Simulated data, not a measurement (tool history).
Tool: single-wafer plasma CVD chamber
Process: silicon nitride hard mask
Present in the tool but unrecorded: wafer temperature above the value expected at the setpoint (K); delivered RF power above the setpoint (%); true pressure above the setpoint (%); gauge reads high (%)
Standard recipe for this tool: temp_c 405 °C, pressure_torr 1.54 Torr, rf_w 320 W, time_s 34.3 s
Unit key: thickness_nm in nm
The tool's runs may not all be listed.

run,day,temp_c,pressure_torr,rf_w,time_s,wafers since the last listed run,hours since the last thermocouple change,hours since the last RF generator calibration,hours since the last manometer calibration,hours since the showerhead was replaced,hours since the gauge calibration,"read-back reference wafer on the same gauge, thickness_nm",thickness_nm
1,0,405,1.54,370,34.3,0,2763.3,1999.4,1725.7,7807.5,206.5,47.923,44.31
2,2.108,405,1.36,320,29,1005,2813.9,2050,1776.3,7858.1,257.1,47.777,33.949
3,3.2,405,1.36,320,29,520,2840.1,2076.2,1802.5,7884.3,283.3,47.959,33.756
4,4.333,405,1.54,320,34.3,540,2867.3,2103.4,1829.7,7911.5,310.5,47.846,41.879
5,5.829,405,1.54,320,34.3,713,2903.2,2139.3,1865.6,7947.4,346.4,47.839,41.068
6,7.704,405,1.28,320,36.2,893,2948.2,2184.3,1910.6,7992.4,391.4,47.894,41.56
# day 8.458: RF generator calibrated
7,9.521,405,1.24,320,31.1,707,2991.8,25.5,1954.2,8036,435,47.917,35.447
# day 10.912: thermocouple changed; heater temperature recalibrated
8,11.792,400,1.54,320,36.7,923,21.1,80,2008.7,8090.5,489.5,47.915,44.717
9,14.308,405,1.3,320,40.2,1199,81.5,140.4,2069.1,8150.9,549.9,47.843,46.842
10,17.025,405,1.36,320,29,1295,146.7,205.6,2134.3,8216.1,615.1,47.918,34.076
# day 18.846: showerhead replaced, of another model than before
11,19.583,418,1.75,270,31.2,1060,208.1,267,2195.7,17.7,676.5,47.921,33.548
12,22.075,405,1.54,320,34.3,1187,267.9,326.8,2255.5,77.5,736.3,47.952,41.604
13,24.742,405,1.54,320,34.3,1271,331.9,390.8,2319.5,141.5,800.3,47.889,41.495
14,25.933,405,1.44,320,39,568,360.5,419.4,2348.1,170.1,828.9,47.862,46.451
15,28.8,405,1.54,320,34.3,1366,429.3,488.2,2416.9,238.9,897.7,47.804,41.312
16,31.508,410,1.42,385,34.3,1291,494.3,553.2,2481.9,303.9,962.7,47.933,46.225
17,33.892,405,1.42,320,34.3,1136,551.5,610.4,2539.1,361.1,1019.9,47.894,40.47
# day 35.279: capacitance manometer re-zeroed and calibrated
18,36.279,405,1.54,320,36.5,979,608.8,667.7,24,418.4,1077.2,47.851,43.253
19,38.904,405,1.54,320,34.3,1251,671.8,730.7,87,481.4,1140.2,47.993,40.674
20,41.242,405,1.54,320,34.3,1114,727.9,786.8,143.1,537.5,1196.3,47.847,40.768
21,44.171,405,1.36,320,29,1396,798.2,857.1,213.4,607.8,1266.6,47.876,33.48
22,45.475,418,1.54,320,39.2,621,829.5,888.4,244.7,639.1,1297.9,47.861,46.288
23,47.667,405,1.7,340,34.3,1044,882.1,941,297.3,691.7,1350.5,47.864,43.245
24,48.75,418,1.76,320,34.3,516,908.1,967,323.3,717.7,1376.5,47.798,41.967
25,50.471,405,1.86,320,34.3,820,949.4,1008.3,364.6,759,1417.8,47.98,42.706
26,52.733,419,1.54,320,34.3,1078,1003.7,1062.6,418.9,813.3,1472.1,47.896,40.857
27,53.842,405,1.54,320,34.3,528,1030.3,1089.2,445.5,839.9,1498.7,47.92,41.068
28,56.662,394,1.31,320,36.1,1344,1098,1156.9,513.2,907.6,1566.4,47.853,41.936
29,59,405,1.54,320,34.3,1114,1154.1,1213,569.3,963.7,1622.5,47.797,41.465

Forecast each of these 3 alternatives for the next run:
A,59.017,405,1.54,285,34.3,7,1154.5,1213.4,569.7,964.1,1622.9,?,?
B,59.017,405,1.25,380,31.1,7,1154.5,1213.4,569.7,964.1,1622.9,?,?
C,59.017,405,1.81,320,34.3,7,1154.5,1213.4,569.7,964.1,1622.9,?,?

run,"read-back reference wafer on the same gauge, thickness_nm",thickness_nm
A,47.769,37.144
B,47.769,40.199
C,47.769,42.016
Without the tool's unlogged condition, the same runs would have read:
run,thickness_nm
A,36.946
B,39.972
C,41.801
